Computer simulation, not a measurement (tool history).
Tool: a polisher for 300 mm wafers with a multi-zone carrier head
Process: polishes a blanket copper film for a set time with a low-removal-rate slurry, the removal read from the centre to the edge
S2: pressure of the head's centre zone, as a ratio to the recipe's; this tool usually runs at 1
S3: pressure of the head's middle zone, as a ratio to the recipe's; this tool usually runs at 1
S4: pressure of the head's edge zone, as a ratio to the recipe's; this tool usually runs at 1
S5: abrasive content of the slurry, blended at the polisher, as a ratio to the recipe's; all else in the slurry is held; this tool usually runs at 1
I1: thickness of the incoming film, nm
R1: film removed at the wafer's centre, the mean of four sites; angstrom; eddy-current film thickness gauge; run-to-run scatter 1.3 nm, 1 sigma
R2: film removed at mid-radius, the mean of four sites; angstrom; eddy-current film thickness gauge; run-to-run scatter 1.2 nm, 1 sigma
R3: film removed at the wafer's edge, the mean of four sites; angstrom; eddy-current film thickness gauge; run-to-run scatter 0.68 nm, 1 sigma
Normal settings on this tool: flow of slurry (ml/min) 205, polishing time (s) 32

Run 1, hour 0: usual settings; I1 1604.3. Result: R1 772 angstrom, R2 765 angstrom, R3 812 angstrom.
Run 2, hour 39.6: usual settings; I1 1561.8. Result: R1 782 angstrom, R2 781 angstrom, R3 795 angstrom.
Run 3, hour 120.2: usual settings but S4 1.06, S5 0.8; I1 1625.4. Result: R1 749 angstrom, R2 743 angstrom, R3 773 angstrom.
At hour 170.9: worn pad replaced by a new one, repeated, since the last time left the tool worse.
Run 4, hour 192.3: usual settings but flow of slurry (ml/min) 250; I1 1572.9. Result: R1 909 angstrom, R2 913 angstrom, R3 940 angstrom.
Run 5, hour 369.4: usual settings; I1 1602. Result: R1 892 angstrom, R2 914 angstrom, R3 914 angstrom.
Run 6, hour 452.7: usual settings; I1 1566.4. Result: R1 896 angstrom, R2 884 angstrom, R3 906 angstrom.
Run 7, hour 538: usual settings but S2 0.89, S3 0.91, S5 0.75; I1 1583.6. Result: R1 737 angstrom, R2 776 angstrom, R3 850 angstrom.
At hour 543.6: carrier head's membrane replaced by a new one.
At hour 583: slurry nozzle cleaned.
At hour 585: edge zone pressure recalibrated.
Run 8, hour 640.6: usual settings but flow of slurry (ml/min) 150, S3 0.93, S4 1.07, S5 1.3; I1 1584.4. Result: R1 850 angstrom, R2 824 angstrom, R3 929 angstrom.
At hour 687.6: centre zone pressure recalibrated.
Run 9, hour 722.3: usual settings but S2 1.11, S3 1.08, S4 0.88, polishing time (s) 37; I1 1587.3. Result: R1 1100 angstrom, R2 1073 angstrom, R3 949 angstrom.
At hour 729.2: worn pad replaced by a new one.
Run 10, hour 768.3: usual settings but S2 0.95, S5 0.75; I1 1599.9. Result: R1 818 angstrom, R2 860 angstrom, R3 868 angstrom.
Run 11, hour 837.1: usual settings but S4 1.08, S5 1.15, polishing time (s) 25; I1 1592.3. Result: R1 724 angstrom, R2 706 angstrom, R3 749 angstrom.
Run 12, hour 999: usual settings but polishing time (s) 41; I1 1620.2. Result: R1 1151 angstrom, R2 1141 angstrom, R3 1157 angstrom.
Run 13, hour 1053.5: usual settings but flow of slurry (ml/min) 155, S5 1.15; I1 1593.3. Result: R1 869 angstrom, R2 855 angstrom, R3 890 angstrom.
At hour 1131.5: carrier head's membrane replaced by a new one.
At hour 1176: edge zone pressure recalibrated.
At hour 1254.8: worn pad replaced by a new one.
At hour 1282.2: slurry nozzle cleaned.
Run 14, hour 1349.9: usual settings; I1 1612.5. Result: R1 898 angstrom, R2 894 angstrom, R3 916 angstrom.
Run 15, hour 1386.2: usual settings but S2 0.89, S3 0.96; I1 1588. Result: R1 805 angstrom, R2 855 angstrom, R3 897 angstrom.
Run 16, hour 1453.8: usual settings but S5 1.15; I1 1620.3. Result: R1 923 angstrom, R2 924 angstrom, R3 937 angstrom.
Run 17, hour 1554.6: usual settings but S2 1.09, S4 1.06, polishing time (s) 35; I1 1570.2. Result: R1 1051 angstrom, R2 959 angstrom, R3 1026 angstrom.
Run 18, hour 1638.7: usual settings but flow of slurry (ml/min) 145, S2 0.95, S5 0.75, polishing time (s) 39; I1 1580.9. Result: R1 927 angstrom, R2 965 angstrom, R3 1002 angstrom.
Run 19, hour 1678.7: usual settings; I1 1588.7. Result: R1 900 angstrom, R2 883 angstrom, R3 898 angstrom.
At hour 1690.7: carrier head's membrane replaced by a new one.
Run 20, hour 1751.4: usual settings but S2 1.05, S3 1.06, S4 0.93, polishing time (s) 22; I1 1607.6. Result: R1 634 angstrom, R2 622 angstrom, R3 581 angstrom.
At hour 1780.1: edge zone pressure recalibrated.
Run 21, hour 1805.5: usual settings but flow of slurry (ml/min) 240, S2 1.08, S4 1.03, S5 1.25; I1 1586.5. Result: R1 995 angstrom, R2 892 angstrom, R3 933 angstrom.
At hour 1887.7: worn pad replaced by a new one.
Run 22, hour 1899.8: usual settings but S3 0.96, S4 1.08, polishing time (s) 39; I1 1597.7. Result: R1 1067 angstrom, R2 1052 angstrom, R3 1159 angstrom.

What if the next run were any one of these 3? Each begins from the tool's condition after run 22:
Run A, hour 1900.2: usual settings but S5 0.75; I1 1605.1. Result: R1 ?, R2 ?, R3 ?.
Run B, hour 1900.2: usual settings but S2 0.92, S4 1.09; I1 1605.1. Result: R1 ?, R2 ?, R3 ?.
Run C, hour 1900.2: usual settings but S2 1.11; I1 1605.1. Result: R1 ?, R2 ?, R3 ?.

run    R1   R2   R3
  A   857  872  872
  B   829  918  957
  C  1001  917  917
Stripped of hidden state, with their random variation kept, the same runs would have yielded:
run    R1   R2   R3
  A   860  875  875
  B   832  921  961
  C  1005  920  921
